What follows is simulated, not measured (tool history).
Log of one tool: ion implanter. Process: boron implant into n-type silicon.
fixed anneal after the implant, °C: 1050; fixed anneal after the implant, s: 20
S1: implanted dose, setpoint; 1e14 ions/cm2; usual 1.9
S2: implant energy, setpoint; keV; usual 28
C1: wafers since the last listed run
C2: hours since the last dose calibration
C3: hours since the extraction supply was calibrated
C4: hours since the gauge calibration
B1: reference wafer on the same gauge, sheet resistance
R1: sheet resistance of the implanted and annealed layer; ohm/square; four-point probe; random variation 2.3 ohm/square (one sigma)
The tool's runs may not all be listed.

run 1 hour=0 | S1=1.9 S2=23 | C1=0 C2=292.4 C3=4784.1 C4=403 | B1=351.95 | R1=414.04
run 2 hour=34.6 | S1=1.9 S2=28 | C1=542 C2=327 C3=4818.7 C4=437.6 | B1=352.59 | R1=406.95
run 3 hour=56.2 | S1=1.9 S2=28 | C1=338 C2=348.6 C3=4840.3 C4=459.2 | B1=351.62 | R1=403.83
run 4 hour=76.3 | S1=1.9 S2=28 | C1=314 C2=368.7 C3=4860.4 C4=479.3 | B1=351.72 | R1=404.58
run 5 hour=103.3 | S1=1.9 S2=28 | C1=423 C2=395.7 C3=4887.4 C4=506.3 | B1=352.61 | R1=409.2
run 6 hour=121.4 | S1=1.9 S2=28 | C1=283 C2=413.8 C3=4905.5 C4=524.4 | B1=352.27 | R1=408.72
run 7 hour=133.9 | S1=1.9 S2=28 | C1=195 C2=426.3 C3=4918 C4=536.9 | B1=351.75 | R1=406
run 8 hour=177.7 | S1=2.16 S2=28 | C1=686 C2=470.1 C3=4961.8 C4=580.7 | B1=352.2 | R1=368.05
run 9 hour=191.2 | S1=2.16 S2=28 | C1=211 C2=483.6 C3=4975.3 C4=594.2 | B1=352.45 | R1=370.09
run 10 hour=207.2 | S1=1.9 S2=28 | C1=250 C2=499.6 C3=4991.3 C4=610.2 | B1=351.54 | R1=405.63
run 11 hour=240.8 | S1=2.23 S2=28 | C1=526 C2=533.2 C3=5024.9 C4=643.8 | B1=351.53 | R1=361.47
run 12 hour=272.9 | S1=2.23 S2=28 | C1=502 C2=565.3 C3=5057 C4=675.9 | B1=351.67 | R1=363.04
run 13 hour=305.2 | S1=1.9 S2=26 | C1=506 C2=597.6 C3=5089.3 C4=708.2 | B1=352.66 | R1=415.17
run 14 hour=329.2 | S1=1.9 S2=26 | C1=376 C2=621.6 C3=5113.3 C4=732.2 | B1=352.3 | R1=416.51
run 15 hour=362.3 | S1=1.9 S2=28 | C1=518 C2=654.7 C3=5146.4 C4=765.3 | B1=351.94 | R1=410.14
run 16 hour=375.5 | S1=2.44 S2=21.5 | C1=206 C2=667.9 C3=5159.6 C4=778.5 | B1=352.09 | R1=345.31
run 17 hour=404.2 | S1=1.9 S2=28 | C1=449 C2=696.6 C3=5188.3 C4=807.2 | B1=351.66 | R1=407.77
run 18 hour=417.1 | S1=1.39 S2=31 | C1=202 C2=709.5 C3=5201.2 C4=820.1 | B1=351.84 | R1=515.22
run 19 hour=451.5 | S1=1.9 S2=28 | C1=538 C2=743.9 C3=5235.6 C4=854.5 | B1=352.18 | R1=408.63
run 20 hour=484.1 | S1=1.35 S2=22 | C1=510 C2=776.5 C3=5268.2 C4=887.1 | B1=351.95 | R1=557.56
run 21 hour=512.7 | S1=1.9 S2=28 | C1=448 C2=805.1 C3=5296.8 C4=915.7 | B1=352.43 | R1=409.76
run 22 hour=525.3 | S1=1.9 S2=28 | C1=197 C2=817.7 C3=5309.4 C4=928.3 | B1=352.23 | R1=408.62
-- hour=555.6 extraction supply calibrated
run 23 hour=556.1 | S1=1.45 S2=32 | C1=357 C2=848.5 C3=0.5 C4=959.1 | B1=351.75 | R1=498.54
-- hour=584.4 gauge calibrated
run 24 hour=611.8 | S1=1.6 S2=33 | C1=872 C2=904.2 C3=56.2 C4=27.4 | B1=352.22 | R1=458.04
-- hour=680.4 Faraday cup replaced and dose calibrated
run 25 hour=715.6 | S1=2.16 S2=28 | C1=1501 C2=35.2 C3=160 C4=131.2 | B1=351.55 | R1=359.28
run 26 hour=761.1 | S1=1.74 S2=36.5 | C1=712 C2=80.7 C3=205.5 C4=176.7 | B1=351.62 | R1=414.27
run 27 hour=788.6 | S1=1.46 S2=37.5 | C1=430 C2=108.2 C3=233 C4=204.2 | B1=351.49 | R1=475.33
run 28 hour=805.5 | S1=1.9 S2=28 | C1=264 C2=125.1 C3=249.9 C4=221.1 | B1=351.9 | R1=403.09
run 29 hour=824.1 | S1=1.44 S2=25.5 | C1=291 C2=143.7 C3=268.5 C4=239.7 | B1=351.74 | R1=502.33
run 30 hour=913.1 | S1=2.03 S2=22 | C1=1394 C2=232.7 C3=357.5 C4=328.7 | B1=351.39 | R1=393.4
run 31 hour=938.8 | S1=1.49 S2=23 | C1=402 C2=258.4 C3=383.2 C4=354.4 | B1=352.23 | R1=497.8
run 32 hour=979.7 | S1=2.27 S2=31 | C1=640 C2=299.3 C3=424.1 C4=395.3 | B1=352.12 | R1=346.72
run 33 hour=1000.2 | S1=1.9 S2=28 | C1=321 C2=319.8 C3=444.6 C4=415.8 | B1=351.74 | R1=404.97
run 34 hour=1031.4 | S1=1.71 S2=24 | C1=488 C2=351 C3=475.8 C4=447 | B1=351.99 | R1=452.14
run 35 hour=1070.6 | S1=1.53 S2=28 | C1=614 C2=390.2 C3=515 C4=486.2 | B1=352.08 | R1=481
run 36 hour=1100.3 | S1=1.51 S2=37.5 | C1=465 C2=419.9 C3=544.7 C4=515.9 | B1=352.12 | R1=460.74
run 37 hour=1126.2 | S1=1.9 S2=28 | C1=405 C2=445.8 C3=570.6 C4=541.8 | B1=352.52 | R1=411.47

Hidden state at the last listed run before each entry between runs and at the first one after, where it differs:
Between runs 22 and 23: extraction supply calibrated (hour 555.6)
  deviation of the true dose from the Faraday cup's reading, %: -4.72 -> -4.76
  measured less the result without the state, R1: +15.35 -> +18.03 ohm/square
Between runs 23 and 24: gauge calibrated (hour 584.4)
  deviation of the true dose from the Faraday cup's reading, %: -4.76 -> -4.83
  measured less the result without the state, R1: +18.03 -> +16.94 ohm/square
Between runs 24 and 25: Faraday cup replaced and dose calibrated (hour 680.4)
  deviation of the true dose from the Faraday cup's reading, %: -4.83 -> -0.414
  measured less the result without the state, R1: +16.94 -> +1.19 ohm/square

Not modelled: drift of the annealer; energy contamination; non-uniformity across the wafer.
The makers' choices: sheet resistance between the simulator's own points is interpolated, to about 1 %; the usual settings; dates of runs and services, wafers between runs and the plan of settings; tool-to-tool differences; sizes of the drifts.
